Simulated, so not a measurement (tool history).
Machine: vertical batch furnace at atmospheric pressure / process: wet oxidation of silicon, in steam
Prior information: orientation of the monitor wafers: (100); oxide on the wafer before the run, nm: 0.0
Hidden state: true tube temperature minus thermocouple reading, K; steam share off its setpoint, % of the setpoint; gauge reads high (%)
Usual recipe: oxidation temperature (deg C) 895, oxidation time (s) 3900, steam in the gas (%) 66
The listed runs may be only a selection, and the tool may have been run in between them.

run   hour  oxidation temperature (deg C)  oxidation time (s)  steam in the gas (%)  wafers since the last listed run  hours since the last temperature calibration  hours since the steam generator was serviced  hours since the gauge calibration  read-back reference wafer on the same gauge, thickness  oxide thickness on the monitor wafer (nm)
  1      0                            895                3900                    66                                 0                                        4165.2                                          2610                               76.4                                                   85.99                                      94.97
  2   10.6                            895                2370                    66                               139                                        4175.8                                        2620.6                                 87                                                   86.02                                      59.26
  3   19.5                            895                3900                    66                               117                                        4184.7                                        2629.5                               95.9                                                      86                                      94.46
  4   34.9                            895                3900                    66                               202                                        4200.1                                        2644.9                              111.3                                                   85.97                                      94.73
  5   45.2                            895                3900                    66                               135                                        4210.4                                        2655.2                              121.6                                                   86.02                                      94.89
  6   67.4                            900                3900                    66                               292                                        4232.6                                        2677.4                              143.8                                                   86.02                                     102.26
  7   82.2                            900                3900                    66                               194                                        4247.4                                        2692.2                              158.6                                                   86.01                                     102.25
      93.3  -- gauge calibrated
  8   98.9                            895                3900                    66                               219                                        4264.1                                        2708.9                                5.6                                                   85.98                                      94.53
  9    110                            872                5610                    66                               146                                        4275.2                                          2720                               16.7                                                   85.98                                      92.17
     136.2  -- thermocouples replaced and temperature profile calibrated
 10  136.7                            895                2220                    75                                35                                           0.5                                        2746.7                               43.4                                                   85.95                                      62.82
 11    142                            895                2970                    66                                69                                           5.8                                          2752                               48.7                                                   85.97                                      73.15
     169.3  -- steam generator serviced
 12  169.8                            895                3900                    66                                50                                          33.6                                           0.5                               76.5                                                   86.01                                     101.99
 13    175                            887                2790                    66                                68                                          38.8                                           5.7                               81.7                                                   86.02                                      65.62
 14  187.6                            870                2160                    74                               165                                          51.4                                          18.3                               94.3                                                   85.98                                      42.84
 15  208.3                            895                5670                    66                               272                                          72.1                                            39                                115                                                      86                                     143.48
 16  229.6                            917                3900                    66                               280                                          93.4                                          60.3                              136.3                                                   86.01                                     137.22

What would each run have given without the hidden state, its run-to-run variation left as it was?
run  oxide thickness on the monitor wafer (nm)
  1                                     102.96
  2                                      64.38
  3                                     102.41
  4                                     102.71
  5                                     102.88
  6                                      110.8
  7                                      110.8
  8                                     102.52
  9                                     100.11
 10                                      68.27
 11                                      79.45
 12                                     102.72
 13                                      66.14
 14                                      43.24
 15                                     144.97
 16                                     138.86

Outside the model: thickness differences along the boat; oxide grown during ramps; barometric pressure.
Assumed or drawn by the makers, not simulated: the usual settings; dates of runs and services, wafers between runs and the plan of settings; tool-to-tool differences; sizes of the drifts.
